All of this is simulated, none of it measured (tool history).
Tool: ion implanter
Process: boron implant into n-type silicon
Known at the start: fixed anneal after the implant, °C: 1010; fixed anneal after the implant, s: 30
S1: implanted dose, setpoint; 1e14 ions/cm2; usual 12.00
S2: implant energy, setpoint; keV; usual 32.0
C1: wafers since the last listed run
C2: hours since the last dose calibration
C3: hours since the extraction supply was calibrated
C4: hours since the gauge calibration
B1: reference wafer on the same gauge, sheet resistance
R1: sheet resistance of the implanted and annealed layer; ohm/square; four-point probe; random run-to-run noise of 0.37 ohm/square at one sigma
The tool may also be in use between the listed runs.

Run 1, day 0.000: usual settings; C1 0; C2 460.1; C3 5190.1; C4 497.9; B1 94.23. Result: R1 95.88 ohm/square.
Run 2, day 2.004: usual settings; C1 580; C2 508.2; C3 5238.2; C4 546.0; B1 94.00. Result: R1 94.98 ohm/square.
At day 2.875: gauge calibrated.
Run 3, day 3.896: usual settings; C1 548; C2 553.6; C3 5283.6; C4 24.5; B1 94.22. Result: R1 95.96 ohm/square.
Run 4, day 6.783: usual settings; C1 836; C2 622.9; C3 5352.9; C4 93.8; B1 94.08. Result: R1 95.64 ohm/square.
Run 5, day 9.542: usual settings; C1 799; C2 689.1; C3 5419.1; C4 160.0; B1 94.04. Result: R1 95.33 ohm/square.
At day 10.771: Faraday cup replaced and dose calibrated.
Run 6, day 11.254: usual settings but S1 9.60 1e14 ions/cm2, S2 28.0 keV; C1 399; C2 11.6; C3 5460.2; C4 201.1; B1 94.30. Result: R1 113.77 ohm/square.
Run 7, day 12.371: usual settings but S1 9.60 1e14 ions/cm2, S2 28.0 keV; C1 323; C2 38.4; C3 5487.0; C4 227.9; B1 94.16. Result: R1 114.01 ohm/square.
Run 8, day 15.225: usual settings but S1 9.60 1e14 ions/cm2, S2 28.0 keV; C1 827; C2 106.9; C3 5555.5; C4 296.4; B1 94.03. Result: R1 114.32 ohm/square.
At day 17.071: extraction supply calibrated.
Run 9, day 17.088: usual settings but S1 14.97 1e14 ions/cm2, S2 27.5 keV; C1 443; C2 151.6; C3 0.4; C4 341.1; B1 94.07. Result: R1 80.19 ohm/square.
Run 10, day 18.167: usual settings but S1 15.12 1e14 ions/cm2, S2 28.0 keV; C1 312; C2 177.5; C3 26.3; C4 367.0; B1 94.16. Result: R1 79.55 ohm/square.
Run 11, day 20.054: usual settings; C1 546; C2 222.8; C3 71.6; C4 412.3; B1 94.15. Result: R1 95.13 ohm/square.
Run 12, day 22.650: usual settings but S2 41.5 keV; C1 752; C2 285.1; C3 133.9; C4 474.6; B1 94.14. Result: R1 93.66 ohm/square.
At day 24.758: gauge calibrated.
Run 13, day 25.329: usual settings but S1 9.13 1e14 ions/cm2; C1 776; C2 349.4; C3 198.2; C4 13.7; B1 94.02. Result: R1 118.74 ohm/square.
Run 14, day 28.271: usual settings but S1 13.82 1e14 ions/cm2, S2 27.5 keV; C1 852; C2 420.0; C3 268.8; C4 84.3; B1 94.10. Result: R1 85.96 ohm/square.
Run 15, day 30.146: usual settings but S1 15.27 1e14 ions/cm2, S2 22.0 keV; C1 543; C2 465.0; C3 313.8; C4 129.3; B1 94.06. Result: R1 81.86 ohm/square.
Run 16, day 32.971: usual settings but S1 9.60 1e14 ions/cm2, S2 28.0 keV; C1 818; C2 532.8; C3 381.6; C4 197.1; B1 94.11. Result: R1 116.11 ohm/square.
Run 17, day 35.175: usual settings but S1 10.29 1e14 ions/cm2, S2 42.5 keV; C1 638; C2 585.7; C3 434.5; C4 250.0; B1 94.23. Result: R1 106.67 ohm/square.

Across each entry between runs, compare the hidden state at the last listed run before it with the hidden state at the first listed run after it:
In the gap between runs 2 and 3: gauge calibrated (day 2.875)
  deviation of the true dose from the Faraday cup's reading, %: -1.94 -> -1.98
  measured minus no-state result, R1: +1.52 -> +1.56 ohm/square
In the gap between runs 5 and 6: Faraday cup replaced and dose calibrated (day 10.771)
  deviation of the true dose from the Faraday cup's reading, %: -2.06 -> 0.203
  measured minus no-state result, R1: +1.62 -> -0.19 ohm/square
In the gap between runs 8 and 9: extraction supply calibrated (day 17.071)
  deviation of the true dose from the Faraday cup's reading, %: -0.49 -> -0.726
  measured minus no-state result, R1: +0.47 -> +0.45 ohm/square
In the gap between runs 12 and 13: gauge calibrated (day 24.758)
  deviation of the true dose from the Faraday cup's reading, %: -1.2 -> -1.35
  measured minus no-state result, R1: +0.94 -> +1.34 ohm/square
